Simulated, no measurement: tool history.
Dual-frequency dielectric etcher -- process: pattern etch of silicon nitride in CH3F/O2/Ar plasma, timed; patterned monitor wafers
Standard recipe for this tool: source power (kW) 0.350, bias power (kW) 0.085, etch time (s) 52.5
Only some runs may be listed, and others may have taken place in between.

| run | hour | source power (kW) | bias power (kW) | etch time (s) | read-back reference wafer on the same gauge, depth_nm | mean etch depth across the wafer (angstrom) |
|---|---|---|---|---|---|---|
| 1 | 0.0 | 0.380 | 0.077 | 52.5 | 38.92 | 343.8 |
| 2 | 11.1 | 0.380 | 0.077 | 52.5 | 38.89 | 341.9 |
| 3 | 23.1 | 0.350 | 0.085 | 52.5 | 38.93 | 345.8 |
| 4 | 29.3 | 0.350 | 0.085 | 52.5 | 38.90 | 344.5 |
| 5 | 39.8 | 0.350 | 0.085 | 52.5 | 38.94 | 342.5 |
| 6 | 51.0 | 0.350 | 0.101 | 49.0 | 38.87 | 333.2 |
| 7 | 57.3 | 0.350 | 0.101 | 49.0 | 38.95 | 332.0 |
|  | 90.6 | upper electrode replaced |
|  | 101.3 | wet clean of the chamber |
| 8 | 101.8 | 0.430 | 0.095 | 40.0 | 38.90 | 283.0 |
| 9 | 102.2 | 0.320 | 0.074 | 52.5 | 38.90 | 324.6 |
| 10 | 102.5 | 0.350 | 0.085 | 52.5 | 38.98 | 342.0 |
|  | 106.0 | source power generator calibrated |
|  | 106.8 | bias power generator calibrated |
| 11 | 107.3 | 0.320 | 0.072 | 42.0 | 38.94 | 258.5 |
| 12 | 115.3 | 0.350 | 0.085 | 52.5 | 38.87 | 343.6 |
|  | 150.0 | gauge calibrated |
| 13 | 166.9 | 0.350 | 0.070 | 44.5 | 38.86 | 278.5 |
| 14 | 173.9 | 0.280 | 0.075 | 64.5 | 38.96 | 387.8 |
| 15 | 189.0 | 0.410 | 0.085 | 66.5 | 38.90 | 457.7 |

The tool's hidden state at each run:
etch rate over this chamber's usual, %: 0, the same for each run
source power that arrives over what is set, %: 0, the same for each run
bias power that arrives over what is set, %: 0, the same for each run
gauge reads high (%): 0, the same for each run
